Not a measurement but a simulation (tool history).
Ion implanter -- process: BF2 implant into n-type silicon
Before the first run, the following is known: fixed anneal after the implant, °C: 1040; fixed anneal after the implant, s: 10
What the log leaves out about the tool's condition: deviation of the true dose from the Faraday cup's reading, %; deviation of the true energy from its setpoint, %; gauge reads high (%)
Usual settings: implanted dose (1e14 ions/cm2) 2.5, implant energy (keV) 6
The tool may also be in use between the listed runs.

run	hour	implanted dose (1e14 ions/cm2)	implant energy (keV)	wafers since the last listed run	hours since the last dose calibration	hours since the extraction supply was calibrated	hours since the gauge calibration	read-back reference wafer on the same gauge, sheet resistance	sheet resistance of the implanted and annealed layer (ohm/square)
1	0	2.5	5	0	1767.4	3471	179.8	455.68	521.51
2	25.1	2.5	5	828	1792.5	3496.1	204.9	455.79	521.89
3	45.2	2.5	6	663	1812.6	3516.2	225	456.18	491.94
4	65.4	2.5	6	667	1832.8	3536.4	245.2	455.61	493.2
5	93.2	2.5	6	918	1860.6	3564.2	273	456.19	492.32
6	114.7	2.5	5.5	710	1882.1	3585.7	294.5	456.19	504.69
7	137.9	2.5	6	766	1905.3	3608.9	317.7	455.64	489.77
8	162.8	2.5	6	822	1930.2	3633.8	342.6	456.51	492.4
9	184.5	2.5	4.5	716	1951.9	3655.5	364.3	456.07	539.37
10	207.2	2.5	6	749	1974.6	3678.2	387	455.79	491.28
11	230.6	2.8	4	772	1998	3701.6	410.4	455.96	527.83
# hour 259.6: Faraday cup replaced and dose calibrated
12	260.7	1.81	5	729	1.1	3731.7	440.5	455.89	679.83
# hour 277.7: gauge calibrated
13	281.7	1.89	7	693	22.1	3752.7	4	456.02	610.4

Forecast run 14:
14	311.9	2.5	5	997	52.3	3782.9	34.2	?	?

read-back reference wafer on the same gauge, sheet resistance: 455.58
sheet resistance of the implanted and annealed layer (ohm/square): 533.7
With no hidden state in the tool, this same run would have given sheet resistance of the implanted and annealed layer (ohm/square) 533.14.
